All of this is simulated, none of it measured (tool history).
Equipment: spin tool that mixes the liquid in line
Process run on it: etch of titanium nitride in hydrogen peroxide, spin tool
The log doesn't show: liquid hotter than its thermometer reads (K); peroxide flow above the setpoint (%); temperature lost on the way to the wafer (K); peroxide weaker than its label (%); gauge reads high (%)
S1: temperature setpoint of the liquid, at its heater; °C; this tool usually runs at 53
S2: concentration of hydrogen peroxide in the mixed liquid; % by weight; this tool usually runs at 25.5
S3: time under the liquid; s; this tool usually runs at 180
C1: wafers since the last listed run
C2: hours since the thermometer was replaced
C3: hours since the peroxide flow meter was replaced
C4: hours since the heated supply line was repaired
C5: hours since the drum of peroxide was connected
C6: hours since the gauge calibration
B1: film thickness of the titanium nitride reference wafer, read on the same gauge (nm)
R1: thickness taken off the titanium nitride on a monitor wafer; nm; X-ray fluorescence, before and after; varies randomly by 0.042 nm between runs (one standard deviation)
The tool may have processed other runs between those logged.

run 1 hour=0 | S1=53 S2=25.5 S3=180 | C1=0 C2=1899.7 C3=486.6 C4=2852.6 C5=315.3 C6=135.6 | B1=90 | R1=8.8
run 2 hour=28.2 | S1=53 S2=25.5 S3=180 | C1=152 C2=1927.9 C3=514.8 C4=2880.8 C5=343.5 C6=163.8 | B1=90.01 | R1=8.8
run 3 hour=70.9 | S1=46.5 S2=25.5 S3=180 | C1=230 C2=1970.6 C3=557.5 C4=2923.5 C5=386.2 C6=206.5 | B1=90.02 | R1=5.5
-- hour=73 peroxide flow meter replaced
-- hour=98.6 new drum of peroxide connected
run 4 hour=136.9 | S1=53 S2=27.5 S3=180 | C1=345 C2=2036.6 C3=63.9 C4=2989.5 C5=38.3 C6=272.5 | B1=90 | R1=8.99
run 5 hour=163.3 | S1=53 S2=25.5 S3=180 | C1=142 C2=2063 C3=90.3 C4=3015.9 C5=64.7 C6=298.9 | B1=89.98 | R1=8.96
run 6 hour=226.7 | S1=53 S2=25.5 S3=180 | C1=342 C2=2126.4 C3=153.7 C4=3079.3 C5=128.1 C6=362.3 | B1=89.99 | R1=8.83
run 7 hour=257.9 | S1=53 S2=25.5 S3=180 | C1=168 C2=2157.6 C3=184.9 C4=3110.5 C5=159.3 C6=393.5 | B1=90.02 | R1=8.88
run 8 hour=290.9 | S1=53 S2=25.5 S3=180 | C1=178 C2=2190.6 C3=217.9 C4=3143.5 C5=192.3 C6=426.5 | B1=90.01 | R1=8.86
run 9 hour=333.7 | S1=53 S2=25.5 S3=180 | C1=231 C2=2233.4 C3=260.7 C4=3186.3 C5=235.1 C6=469.3 | B1=90 | R1=8.93
run 10 hour=377.8 | S1=53 S2=20 S3=180 | C1=238 C2=2277.5 C3=304.8 C4=3230.4 C5=279.2 C6=513.4 | B1=90 | R1=8.4
run 11 hour=441.9 | S1=61.5 S2=25.5 S3=180 | C1=345 C2=2341.6 C3=368.9 C4=3294.5 C5=343.3 C6=577.5 | B1=90 | R1=15.87
-- hour=465.2 new drum of peroxide connected
run 12 hour=486.2 | S1=45 S2=28 S3=180 | C1=233 C2=2385.9 C3=413.2 C4=3338.8 C5=21 C6=621.8 | B1=90 | R1=5.08
run 13 hour=514.1 | S1=44.5 S2=30 S3=90 | C1=150 C2=2413.8 C3=441.1 C4=3366.7 C5=48.9 C6=649.7 | B1=89.98 | R1=2.47
-- hour=517.7 thermometer replaced
-- hour=524.3 gauge calibrated
run 14 hour=554.4 | S1=53 S2=25.5 S3=180 | C1=212 C2=36.7 C3=481.4 C4=3407 C5=89.2 C6=30.1 | B1=90.01 | R1=8.89
run 15 hour=583.4 | S1=53 S2=25.5 S3=250 | C1=156 C2=65.7 C3=510.4 C4=3436 C5=118.2 C6=59.1 | B1=89.99 | R1=12.4
-- hour=633.5 heated supply line repaired
-- hour=650.4 peroxide flow meter replaced
run 16 hour=654.6 | S1=61 S2=29 S3=180 | C1=373 C2=136.9 C3=4.2 C4=21.1 C5=189.4 C6=130.3 | B1=89.99 | R1=15.79
run 17 hour=705.3 | S1=53 S2=25.5 S3=180 | C1=273 C2=187.6 C3=54.9 C4=71.8 C5=240.1 C6=181 | B1=90 | R1=8.83
run 18 hour=856 | S1=53 S2=25.5 S3=180 | C1=813 C2=338.3 C3=205.6 C4=222.5 C5=390.8 C6=331.7 | B1=90.01 | R1=8.77
-- hour=885.7 new drum of peroxide connected
run 19 hour=888.4 | S1=53 S2=25.5 S3=255 | C1=169 C2=370.7 C3=238 C4=254.9 C5=2.7 C6=364.1 | B1=90 | R1=12.69

Branching from run 19: 3 alternative next runs. What would each branch give?
run A hour=888.9 | S1=53 S2=25.5 S3=180 | C1=2 C2=371.2 C3=238.5 C4=255.4 C5=3.2 C6=364.6 | B1=? | R1=?
run B hour=888.9 | S1=46.5 S2=28.5 S3=180 | C1=2 C2=371.2 C3=238.5 C4=255.4 C5=3.2 C6=364.6 | B1=? | R1=?
run C hour=888.9 | S1=53 S2=28.5 S3=240 | C1=2 C2=371.2 C3=238.5 C4=255.4 C5=3.2 C6=364.6 | B1=? | R1=?

run=A B1=90 R1=8.94
run=B B1=90 R1=5.73
run=C B1=90 R1=12.22
The same runs, with their run-to-run variation unchanged, on a tool lacking any hidden condition would have given:
run=A R1=8.96
run=B R1=5.74
run=C R1=12.25

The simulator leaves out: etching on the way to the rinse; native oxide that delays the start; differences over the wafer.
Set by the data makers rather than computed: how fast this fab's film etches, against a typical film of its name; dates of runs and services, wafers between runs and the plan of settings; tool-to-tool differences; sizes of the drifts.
